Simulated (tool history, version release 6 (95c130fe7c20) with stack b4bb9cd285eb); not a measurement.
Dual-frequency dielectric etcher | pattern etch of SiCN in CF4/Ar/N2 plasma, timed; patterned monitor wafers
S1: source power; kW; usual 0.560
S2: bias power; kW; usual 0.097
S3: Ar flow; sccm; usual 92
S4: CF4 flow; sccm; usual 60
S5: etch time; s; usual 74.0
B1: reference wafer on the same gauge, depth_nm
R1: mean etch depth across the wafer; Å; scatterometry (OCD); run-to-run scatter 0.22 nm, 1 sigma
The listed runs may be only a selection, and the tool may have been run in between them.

run,hour,S1,S2,S3,S4,S5,B1,R1
1,0.0,0.560,0.097,92,60,74.0,93.6,840
2,0.3,0.560,0.097,92,60,74.0,93.7,837
3,7.9,0.560,0.097,112,60,74.0,93.7,805
4,18.7,0.560,0.097,92,60,74.0,93.7,838
5,32.8,0.560,0.080,109,60,92.0,93.7,936
6,44.4,0.560,0.097,92,60,74.0,93.7,840
7,51.7,0.640,0.117,92,74,55.0,93.7,783
8,64.7,0.560,0.097,92,67,66.5,93.7,761
9,76.8,0.480,0.097,84,49,90.0,93.7,861
# hour 93.0: CF4 flow controller replaced
10,93.5,0.560,0.118,92,60,74.0,93.7,903
11,101.3,0.560,0.097,92,60,82.0,93.8,927
12,116.7,0.560,0.097,92,60,74.0,93.7,838
13,132.5,0.560,0.086,92,60,74.0,93.7,794
14,161.1,0.630,0.097,92,60,94.5,93.7,1206
15,167.4,0.560,0.091,77,60,74.0,93.7,848
16,176.1,0.560,0.097,92,45,74.0,93.6,811

Expected results for the next run?
17,188.2,0.560,0.086,92,51,90.5,?,?

{"run 17": {"B1": 93.8, "R1": 957}}
Without the tool's hidden state the same run would have given R1 957 Å.
